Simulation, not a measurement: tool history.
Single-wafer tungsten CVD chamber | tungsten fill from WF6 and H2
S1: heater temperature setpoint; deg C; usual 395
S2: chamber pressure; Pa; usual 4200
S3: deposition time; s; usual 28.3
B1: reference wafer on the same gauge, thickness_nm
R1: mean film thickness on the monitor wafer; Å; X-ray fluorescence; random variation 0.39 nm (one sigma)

run	hour	S1	S2	S3	B1	R1
1	0.0	395	4200	29.7	60.797	805.04
2	103.7	383	4200	28.3	60.746	591.84
3	204.8	383	4200	28.3	60.872	594.59
4	255.1	383	4200	28.3	60.856	592.89
# hour 286.0: capacitance manometer re-zeroed and calibrated
5	347.9	389	4200	28.3	60.974	678.93
6	562.8	395	4840	23.9	60.924	699.54
# hour 816.3: showerhead replaced
7	853.5	395	4840	23.9	60.817	692.06
8	949.5	395	4840	23.9	60.847	700.94
9	986.4	395	4200	28.3	60.859	784.63
10	1085.1	395	4200	28.3	60.707	779.22
# hour 1152.5: gauge calibrated
11	1157.5	395	4200	28.3	60.874	787.83
12	1213.8	395	4200	28.3	60.989	792.58
13	1300.9	395	4200	28.3	60.703	782.07
# hour 1428.6: thermocouple changed; heater temperature recalibrated
14	1429.1	395	4200	28.3	60.894	809.26
15	1513.8	395	4200	28.3	60.987	821.44
16	1552.8	384	4200	26.0	60.937	590.97
17	1607.9	395	4200	28.3	61.053	827.39
18	1660.5	395	4200	28.3	61.051	823.13
19	1698.4	395	4840	23.9	60.807	741.96
20	1778.5	395	4200	28.3	60.958	833.93
# hour 1823.6: thermocouple changed; heater temperature recalibrated, repeated, since the last time left the tool worse
21	1829.2	395	4200	24.6	60.789	655.06
22	1866.8	395	4200	28.3	60.934	754.81
23	1972.9	395	4200	31.3	61.134	836.42
# hour 1993.3: capacitance manometer re-zeroed and calibrated
24	2025.4	386	3346	29.9	60.938	601.42
25	2095.5	387	4200	32.2	60.998	731.49
26	2180.5	395	3880	23.0	60.708	603.30
27	2261.2	389	4200	28.3	60.666	677.25
28	2341.9	405	3213	26.7	60.925	813.96
29	2395.2	391	3933	24.0	60.947	585.98
30	2457.4	395	4200	24.2	60.998	657.43

Forecast run 31:
31	2508.9	407	3786	28.3	?	?

Run 31 gave B1 60.902, R1 956.69 Å.
Without the tool's hidden state the same run would have given R1 929.53 Å.
